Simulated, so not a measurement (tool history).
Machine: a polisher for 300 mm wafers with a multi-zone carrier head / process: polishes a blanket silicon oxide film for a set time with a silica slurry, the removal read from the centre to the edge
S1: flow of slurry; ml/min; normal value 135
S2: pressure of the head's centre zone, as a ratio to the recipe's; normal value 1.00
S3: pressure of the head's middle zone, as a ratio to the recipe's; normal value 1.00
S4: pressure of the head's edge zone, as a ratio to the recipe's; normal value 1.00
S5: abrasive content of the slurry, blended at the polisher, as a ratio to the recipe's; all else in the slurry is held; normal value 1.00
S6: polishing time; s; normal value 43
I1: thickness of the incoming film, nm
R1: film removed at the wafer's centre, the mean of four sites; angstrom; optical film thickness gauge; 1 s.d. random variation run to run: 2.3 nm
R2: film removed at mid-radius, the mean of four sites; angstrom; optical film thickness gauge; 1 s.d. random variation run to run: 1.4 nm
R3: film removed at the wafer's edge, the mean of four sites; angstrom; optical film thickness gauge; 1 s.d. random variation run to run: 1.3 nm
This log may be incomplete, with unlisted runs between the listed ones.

run   hour   S1    S2    S3    S4    S5  S6      I1    R1    R2    R3
  1    0.0  135  1.00  1.00  1.00  1.00  33  1137.7  1431  1502  1445
       6.1  -- centre zone pressure recalibrated
      42.6  -- edge zone pressure recalibrated
  2   51.6  135  1.00  1.00  1.00  1.00  33  1127.2  1437  1469  1441
  3  124.6  135  1.00  1.00  1.00  0.75  43  1162.8  1589  1601  1555
  4  148.9  135  1.00  1.00  1.00  1.00  43  1146.9  1851  1887  1808
  5  167.0  100  1.10  1.00  1.00  0.80  43  1137.2  1612  1514  1509
     187.6  -- worn pad replaced by a new one
  6  188.1  135  1.00  1.00  1.00  1.00  43  1154.9  1900  1968  1908
     192.0  -- slurry nozzle cleaned
  7  202.9  135  1.00  1.00  1.07  1.25  35  1125.4  1739  1789  1775
  8  221.0  135  1.00  1.00  1.00  1.15  43  1154.5  2029  2130  2038
  9  252.3  135  1.00  1.00  1.00  1.00  43  1163.9  1900  1979  1882
 10  276.6  135  1.00  1.00  1.00  1.00  43  1157.9  1860  1935  1878
 11  306.2  135  1.00  1.00  1.00  1.00  43  1131.1  1885  1934  1838
 12  354.0  135  1.00  1.00  0.97  1.00  53  1140.2  2301  2353  2235
 13  383.4  135  1.09  1.00  1.00  1.15  49  1161.4  2402  2305  2219
     390.4  -- edge zone pressure recalibrated
     394.1  -- worn pad replaced by a new one
     394.4  -- centre zone pressure recalibrated
 14  411.4  100  1.10  1.00  1.00  0.80  43  1154.7  1664  1602  1577
 15  440.7  135  1.00  1.03  1.00  1.00  32  1161.0  1392  1507  1401
 16  455.1  135  1.00  0.93  1.00  1.00  43  1155.8  1886  1821  1891
 17  467.5  135  0.95  1.00  1.04  0.80  31  1155.6  1150  1234  1216
     484.5  -- carrier head's membrane replaced by a new one
 18  484.9  135  1.00  1.09  1.00  1.00  43  1143.0  1882  2053  1850
 19  498.3   95  1.00  1.04  1.00  1.00  43  1147.4  1675  1804  1737
 20  523.3  175  1.00  1.00  1.00  1.00  36  1162.7  1664  1692  1589
 21  536.5  120  1.10  1.11  1.00  1.00  43  1155.1  1956  2033  1785
 22  567.5  135  1.00  0.93  1.00  0.85  52  1127.9  2034  1978  1978

3 options for the next run, each taken on its own from the tool as it stands now. Forecast them:
  A  567.9  135  0.91  1.00  1.00  1.00  43  1142.9   ?   ?   ?
  B  567.9  110  1.00  1.00  0.93  1.00  47  1142.9   ?   ?   ?
  C  567.9  105  1.00  0.94  1.00  1.00  43  1142.9   ?   ?   ?

run    R1    R2    R3
  A  1717  1887  1805
  B  1919  1964  1843
  C  1730  1685  1732
Stripped of hidden state, with their random variation kept, the same runs would have yielded:
run    R1    R2    R3
  A  1807  1985  1899
  B  2019  2066  1939
  C  1820  1772  1822
